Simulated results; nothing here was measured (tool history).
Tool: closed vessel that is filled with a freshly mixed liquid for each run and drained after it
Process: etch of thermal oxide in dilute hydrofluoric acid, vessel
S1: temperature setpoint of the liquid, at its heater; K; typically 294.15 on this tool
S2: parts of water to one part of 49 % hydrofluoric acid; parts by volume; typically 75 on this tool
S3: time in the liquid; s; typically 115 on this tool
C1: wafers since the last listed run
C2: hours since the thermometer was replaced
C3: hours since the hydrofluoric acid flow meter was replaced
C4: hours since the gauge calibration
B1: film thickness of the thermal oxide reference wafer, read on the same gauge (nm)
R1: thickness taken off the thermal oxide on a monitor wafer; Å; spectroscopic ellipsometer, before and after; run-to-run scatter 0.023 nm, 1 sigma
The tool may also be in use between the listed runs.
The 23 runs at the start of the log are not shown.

run,hour,S1,S2,S3,C1,C2,C3,C4,B1,R1
24,1448.9,294.15,55,90,5416,509.2,483.3,330.3,59.95,78.9
25,1474.5,294.15,115,115,2682,534.8,508.9,355.9,60.01,45.3
# hour 1480.7: hydrofluoric acid flow meter replaced
26,1535.5,290.15,75,115,6286,595.8,54.8,416.9,59.99,60.5
27,1603.2,291.65,65,160,7093,663.5,122.5,484.6,60.02,104.9
28,1651.5,297.15,75,115,5060,711.8,170.8,532.9,60.03,81.4
# hour 1673.7: thermometer replaced
29,1677.1,291.15,115,115,2577,3.4,196.4,558.5,60,39.4
30,1710.7,294.15,75,115,3520,37,230,592.1,59.98,71.1
31,1761.5,292.15,75,165,5322,87.8,280.8,642.9,59.97,93.9
32,1820.4,294.15,50,115,6171,146.7,339.7,701.8,60,110.8
33,1888.1,297.65,60,115,7093,214.4,407.4,769.5,60.01,105.1
34,1939.2,296.15,50,160,5354,265.5,458.5,820.6,60,168.9

Each row is a separate what-if for the run after 34, all from the same tool condition, not one after another. Results?
A,1939.9,294.15,75,115,73,266.2,459.2,821.3,?,?
B,1939.9,297.15,60,50,73,266.2,459.2,821.3,?,?
C,1939.9,294.15,75,50,73,266.2,459.2,821.3,?,?

run,B1,R1
A,59.99,72
B,59.99,45.1
C,59.99,31.3
With the hidden condition removed and each run's random variation left untouched, the same runs would have given:
run,R1
A,70.4
B,44.1
C,30.6

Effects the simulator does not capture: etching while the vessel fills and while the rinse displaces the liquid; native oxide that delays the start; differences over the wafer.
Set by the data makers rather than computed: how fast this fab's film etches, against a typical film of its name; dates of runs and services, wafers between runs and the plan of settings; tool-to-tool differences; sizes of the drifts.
